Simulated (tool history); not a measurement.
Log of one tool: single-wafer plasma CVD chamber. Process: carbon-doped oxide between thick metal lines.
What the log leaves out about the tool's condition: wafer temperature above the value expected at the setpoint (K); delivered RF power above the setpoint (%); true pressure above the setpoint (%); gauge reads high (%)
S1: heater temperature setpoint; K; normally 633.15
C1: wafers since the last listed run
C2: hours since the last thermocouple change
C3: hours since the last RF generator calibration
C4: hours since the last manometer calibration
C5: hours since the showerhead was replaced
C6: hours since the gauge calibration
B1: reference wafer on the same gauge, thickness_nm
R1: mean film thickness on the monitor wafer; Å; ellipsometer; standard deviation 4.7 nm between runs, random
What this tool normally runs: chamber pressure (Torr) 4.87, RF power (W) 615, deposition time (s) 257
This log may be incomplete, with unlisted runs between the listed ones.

{"run": 1, "hour": 0.0, "S1": 633.15, "chamber pressure (Torr)": 4.49, "RF power (W)": 615, "deposition time (s)": 257, "C1": 0, "C2": 1321.2, "C3": 955.5, "C4": 1835.2, "C5": 4701.3, "C6": 1222.6, "B1": 1130.422, "R1": 13183.2}
{"hour": 8.8, "done": "thermocouple changed; heater temperature recalibrated"}
{"run": 2, "hour": 102.2, "S1": 633.15, "chamber pressure (Torr)": 4.49, "RF power (W)": 615, "deposition time (s)": 257, "C1": 467, "C2": 93.4, "C3": 1057.7, "C4": 1937.4, "C5": 4803.5, "C6": 1324.8, "B1": 1129.739, "R1": 13263.73}
{"run": 3, "hour": 206.8, "S1": 633.15, "chamber pressure (Torr)": 4.49, "RF power (W)": 615, "deposition time (s)": 257, "C1": 518, "C2": 198, "C3": 1162.3, "C4": 2042, "C5": 4908.1, "C6": 1429.4, "B1": 1129.753, "R1": 13255.71}
{"run": 4, "hour": 273.7, "S1": 629.15, "chamber pressure (Torr)": 4.87, "RF power (W)": 685, "deposition time (s)": 257, "C1": 331, "C2": 264.9, "C3": 1229.2, "C4": 2108.9, "C5": 4975, "C6": 1496.3, "B1": 1129.549, "R1": 14407.08}
{"run": 5, "hour": 316.7, "S1": 629.15, "chamber pressure (Torr)": 4.87, "RF power (W)": 685, "deposition time (s)": 257, "C1": 213, "C2": 307.9, "C3": 1272.2, "C4": 2151.9, "C5": 5018, "C6": 1539.3, "B1": 1129.451, "R1": 14419.48}
{"run": 6, "hour": 415.7, "S1": 633.15, "chamber pressure (Torr)": 3.99, "RF power (W)": 615, "deposition time (s)": 257, "C1": 490, "C2": 406.9, "C3": 1371.2, "C4": 2250.9, "C5": 5117, "C6": 1638.3, "B1": 1130.217, "R1": 12953.44}
{"run": 7, "hour": 459.4, "S1": 633.15, "chamber pressure (Torr)": 4.87, "RF power (W)": 615, "deposition time (s)": 257, "C1": 216, "C2": 450.6, "C3": 1414.9, "C4": 2294.6, "C5": 5160.7, "C6": 1682, "B1": 1128.661, "R1": 13410.31}
{"run": 8, "hour": 540.5, "S1": 633.15, "chamber pressure (Torr)": 4.87, "RF power (W)": 615, "deposition time (s)": 257, "C1": 402, "C2": 531.7, "C3": 1496, "C4": 2375.7, "C5": 5241.8, "C6": 1763.1, "B1": 1130.683, "R1": 13515.28}
{"run": 9, "hour": 580.9, "S1": 633.15, "chamber pressure (Torr)": 4.87, "RF power (W)": 615, "deposition time (s)": 257, "C1": 200, "C2": 572.1, "C3": 1536.4, "C4": 2416.1, "C5": 5282.2, "C6": 1803.5, "B1": 1130.238, "R1": 13470.01}
{"hour": 618.9, "done": "capacitance manometer re-zeroed and calibrated"}
{"run": 10, "hour": 677.9, "S1": 633.15, "chamber pressure (Torr)": 4.87, "RF power (W)": 615, "deposition time (s)": 257, "C1": 441, "C2": 669.1, "C3": 1633.4, "C4": 59, "C5": 5379.2, "C6": 1900.5, "B1": 1129.445, "R1": 13474.76}
{"run": 11, "hour": 742.5, "S1": 633.15, "chamber pressure (Torr)": 4.87, "RF power (W)": 615, "deposition time (s)": 257, "C1": 320, "C2": 733.7, "C3": 1698, "C4": 123.6, "C5": 5443.8, "C6": 1965.1, "B1": 1129.806, "R1": 13465.6}
{"hour": 748.0, "done": "gauge calibrated"}
{"run": 12, "hour": 846.6, "S1": 633.15, "chamber pressure (Torr)": 4.87, "RF power (W)": 615, "deposition time (s)": 257, "C1": 516, "C2": 837.8, "C3": 1802.1, "C4": 227.7, "C5": 5547.9, "C6": 98.6, "B1": 1129.405, "R1": 13438.99}
{"run": 13, "hour": 930.8, "S1": 633.15, "chamber pressure (Torr)": 4.87, "RF power (W)": 615, "deposition time (s)": 257, "C1": 417, "C2": 922, "C3": 1886.3, "C4": 311.9, "C5": 5632.1, "C6": 182.8, "B1": 1131.004, "R1": 13405.64}
{"run": 14, "hour": 990.7, "S1": 633.15, "chamber pressure (Torr)": 4.87, "RF power (W)": 615, "deposition time (s)": 257, "C1": 297, "C2": 981.9, "C3": 1946.2, "C4": 371.8, "C5": 5692, "C6": 242.7, "B1": 1130.541, "R1": 13444.02}
{"run": 15, "hour": 1097.1, "S1": 623.15, "chamber pressure (Torr)": 4.87, "RF power (W)": 665, "deposition time (s)": 308, "C1": 527, "C2": 1088.3, "C3": 2052.6, "C4": 478.2, "C5": 5798.4, "C6": 349.1, "B1": 1129.766, "R1": 17220.89}
{"run": 16, "hour": 1176.5, "S1": 644.15, "chamber pressure (Torr)": 4.87, "RF power (W)": 550, "deposition time (s)": 257, "C1": 393, "C2": 1167.7, "C3": 2132, "C4": 557.6, "C5": 5877.8, "C6": 428.5, "B1": 1131.125, "R1": 12357.07}
{"hour": 1240.8, "done": "thermocouple changed; heater temperature recalibrated"}
{"run": 17, "hour": 1257.5, "S1": 633.15, "chamber pressure (Torr)": 4.31, "RF power (W)": 685, "deposition time (s)": 289, "C1": 361, "C2": 16.7, "C3": 2213, "C4": 638.6, "C5": 5958.8, "C6": 509.5, "B1": 1129.737, "R1": 15596.52}
{"run": 18, "hour": 1353.1, "S1": 645.15, "chamber pressure (Torr)": 4.87, "RF power (W)": 615, "deposition time (s)": 242, "C1": 474, "C2": 112.3, "C3": 2308.6, "C4": 734.2, "C5": 6054.4, "C6": 605.1, "B1": 1130.803, "R1": 12338.03}
{"hour": 1418.4, "done": "RF generator calibrated"}
{"run": 19, "hour": 1418.9, "S1": 633.15, "chamber pressure (Torr)": 4.87, "RF power (W)": 615, "deposition time (s)": 257, "C1": 286, "C2": 178.1, "C3": 0.5, "C4": 800, "C5": 6120.2, "C6": 670.9, "B1": 1131.378, "R1": 13427.74}
{"run": 20, "hour": 1487.2, "S1": 633.15, "chamber pressure (Torr)": 4.15, "RF power (W)": 675, "deposition time (s)": 302, "C1": 338, "C2": 246.4, "C3": 68.8, "C4": 868.3, "C5": 6188.5, "C6": 739.2, "B1": 1130.144, "R1": 16132.25}
{"hour": 1549.8, "done": "showerhead replaced"}
{"run": 21, "hour": 1552.4, "S1": 633.15, "chamber pressure (Torr)": 4.87, "RF power (W)": 615, "deposition time (s)": 257, "C1": 283, "C2": 311.6, "C3": 134, "C4": 933.5, "C5": 2.6, "C6": 804.4, "B1": 1129.685, "R1": 13461.75}
{"run": 22, "hour": 1629.4, "S1": 633.15, "chamber pressure (Torr)": 4.87, "RF power (W)": 615, "deposition time (s)": 257, "C1": 381, "C2": 388.6, "C3": 211, "C4": 1010.5, "C5": 79.6, "C6": 881.4, "B1": 1130.236, "R1": 13346.26}
{"run": 23, "hour": 1728.9, "S1": 633.15, "chamber pressure (Torr)": 4.33, "RF power (W)": 615, "deposition time (s)": 257, "C1": 493, "C2": 488.1, "C3": 310.5, "C4": 1110, "C5": 179.1, "C6": 980.9, "B1": 1130.125, "R1": 13129.94}
{"run": 24, "hour": 1783.4, "S1": 626.15, "chamber pressure (Torr)": 5.21, "RF power (W)": 700, "deposition time (s)": 213, "C1": 270, "C2": 542.6, "C3": 365, "C4": 1164.5, "C5": 233.6, "C6": 1035.4, "B1": 1129.701, "R1": 12316.89}
{"run": 25, "hour": 1890.9, "S1": 633.15, "chamber pressure (Torr)": 3.96, "RF power (W)": 540, "deposition time (s)": 217, "C1": 533, "C2": 650.1, "C3": 472.5, "C4": 1272, "C5": 341.1, "C6": 1142.9, "B1": 1129.39, "R1": 10141.72}
{"run": 26, "hour": 1939.3, "S1": 633.15, "chamber pressure (Torr)": 4.28, "RF power (W)": 660, "deposition time (s)": 276, "C1": 240, "C2": 698.5, "C3": 520.9, "C4": 1320.4, "C5": 389.5, "C6": 1191.3, "B1": 1129.457, "R1": 14639.07}

Below are 5 alternative next runs, each starting from the tool's condition after run 26. Predict each:
{"run": "A", "hour": 1939.8, "S1": 633.15, "chamber pressure (Torr)": 4.87, "RF power (W)": 615, "deposition time (s)": 257, "C1": 2, "C2": 699, "C3": 521.4, "C4": 1320.9, "C5": 390, "C6": 1191.8, "B1": "?", "R1": "?"}
{"run": "B", "hour": 1939.8, "S1": 633.15, "chamber pressure (Torr)": 4.87, "RF power (W)": 565, "deposition time (s)": 220, "C1": 2, "C2": 699, "C3": 521.4, "C4": 1320.9, "C5": 390, "C6": 1191.8, "B1": "?", "R1": "?"}
{"run": "C", "hour": 1939.8, "S1": 639.15, "chamber pressure (Torr)": 3.97, "RF power (W)": 560, "deposition time (s)": 297, "C1": 2, "C2": 699, "C3": 521.4, "C4": 1320.9, "C5": 390, "C6": 1191.8, "B1": "?", "R1": "?"}
{"run": "D", "hour": 1939.8, "S1": 626.15, "chamber pressure (Torr)": 5.31, "RF power (W)": 540, "deposition time (s)": 240, "C1": 2, "C2": 699, "C3": 521.4, "C4": 1320.9, "C5": 390, "C6": 1191.8, "B1": "?", "R1": "?"}
{"run": "E", "hour": 1939.8, "S1": 641.15, "chamber pressure (Torr)": 3.72, "RF power (W)": 585, "deposition time (s)": 306, "C1": 2, "C2": 699, "C3": 521.4, "C4": 1320.9, "C5": 390, "C6": 1191.8, "B1": "?", "R1": "?"}

run=A B1=1129.793 R1=13340.28
run=B B1=1129.793 R1=10883.81
run=C B1=1129.793 R1=13903.59
run=D B1=1129.793 R1=11933.98
run=E B1=1129.793 R1=14476.27
Without the tool's hidden state the same runs would have given:
run=A R1=13340.28
run=B R1=10883.81
run=C R1=13903.59
run=D R1=11933.98
run=E R1=14476.27

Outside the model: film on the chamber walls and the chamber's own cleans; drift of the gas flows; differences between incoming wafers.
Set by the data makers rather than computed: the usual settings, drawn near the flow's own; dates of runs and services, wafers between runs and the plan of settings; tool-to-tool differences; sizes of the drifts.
